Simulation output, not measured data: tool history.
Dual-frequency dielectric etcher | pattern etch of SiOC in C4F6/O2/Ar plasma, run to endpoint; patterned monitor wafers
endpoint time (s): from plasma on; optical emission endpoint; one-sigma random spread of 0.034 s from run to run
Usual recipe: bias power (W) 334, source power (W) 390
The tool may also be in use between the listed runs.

run	hour	bias power (W)	source power (W)	wafers since the last listed run	hours since the last wet clean	hours since the last bias power generator calibration	hours since the last source power generator calibration	hours since the last upper electrode change	incoming incoming film thickness, nm	endpoint time (s)
1	0	334	390	0	368.1	2165.9	1851.5	4559	27.6	11.5
2	32	334	390	338	400.1	2197.9	1883.5	4591	27.98	11.8
# hour 91.9: wet clean of the chamber
3	129.6	272	320	779	37.7	2295.5	1981.1	4688.6	27.97	13
4	154	272	320	258	62.1	2319.9	2005.5	4713	27.79	13
5	186.4	272	320	343	94.5	2352.3	2037.9	4745.4	27.4	12.8
6	199.8	334	450	141	107.9	2365.7	2051.3	4758.8	27.93	11.1
7	219.5	334	390	208	127.6	2385.4	2071	4778.5	27.69	11.5
8	243.8	334	390	257	151.9	2409.7	2095.3	4802.8	27.92	11.6
9	277.5	334	390	356	185.6	2443.4	2129	4836.5	27.72	11.5
10	301.5	334	390	254	209.6	2467.4	2153	4860.5	27.79	11.6
# hour 307.3: source power generator calibrated
11	319	334	390	142	227.1	2484.9	11.7	4878	27.47	11.4
12	352.8	334	390	357	260.9	2518.7	45.5	4911.8	27.84	11.6
13	377.8	334	390	264	285.9	2543.7	70.5	4936.8	27.76	11.6
14	433.5	334	430	589	341.6	2599.4	126.2	4992.5	27.99	11.4
15	454	334	390	217	362.1	2619.9	146.7	5013	27.67	11.6
16	474	307	390	211	382.1	2639.9	166.7	5033	27.71	12
17	502.8	334	390	304	410.9	2668.7	195.5	5061.8	27.8	11.6
18	526.9	334	390	255	435	2692.8	219.6	5085.9	28.01	11.7
# hour 549: bias power generator calibrated
# hour 611.8: wet clean of the chamber
# hour 614.3: upper electrode replaced
19	614.8	334	390	607	3	65.8	307.5	0.5	27.86	11.5
20	615.1	385	360	3	3.3	66.1	307.8	0.8	27.84	11.1
21	628.6	293	460	142	16.8	79.6	321.3	14.3	28.22	11.6
22	643.8	252	390	160	32	94.8	336.5	29.5	28.24	12.8
23	660.3	264	290	174	48.5	111.3	353	46	27.77	13.3
24	686.3	334	390	275	74.5	137.3	379	72	27.6	11.4
25	698.5	282	330	129	86.7	149.5	391.2	84.2	27.75	12.7
26	718.7	334	390	213	106.9	169.7	411.4	104.4	28.19	11.6
27	750.5	251	460	336	138.7	201.5	443.2	136.2	27.67	12.1
28	765.9	285	460	163	154.1	216.9	458.6	151.6	27.83	11.6
29	784.5	334	390	196	172.7	235.5	477.2	170.2	27.83	11.6
30	811.4	334	460	284	199.6	262.4	504.1	197.1	27.72	11
31	847	334	390	376	235.2	298	539.7	232.7	27.82	11.6
32	869.1	310	360	233	257.3	320.1	561.8	254.8	27.78	12.2
33	894.1	377	390	264	282.3	345.1	586.8	279.8	27.66	11.1

How the hidden state differs across the entries between the runs, from the last listed run before each to the first after it:
Between runs 2 and 3: wet clean of the chamber (hour 91.9)
  etch rate over this chamber's usual, %: -1.53 -> -0.16
Between runs 10 and 11: source power generator calibrated (hour 307.3)
  etch rate over this chamber's usual, %: -0.744 -> -0.803
Between runs 18 and 19: bias power generator calibrated (hour 549); wet clean of the chamber (hour 611.8); upper electrode replaced (hour 614.3)
  etch rate over this chamber's usual, %: -1.51 -> 0.14
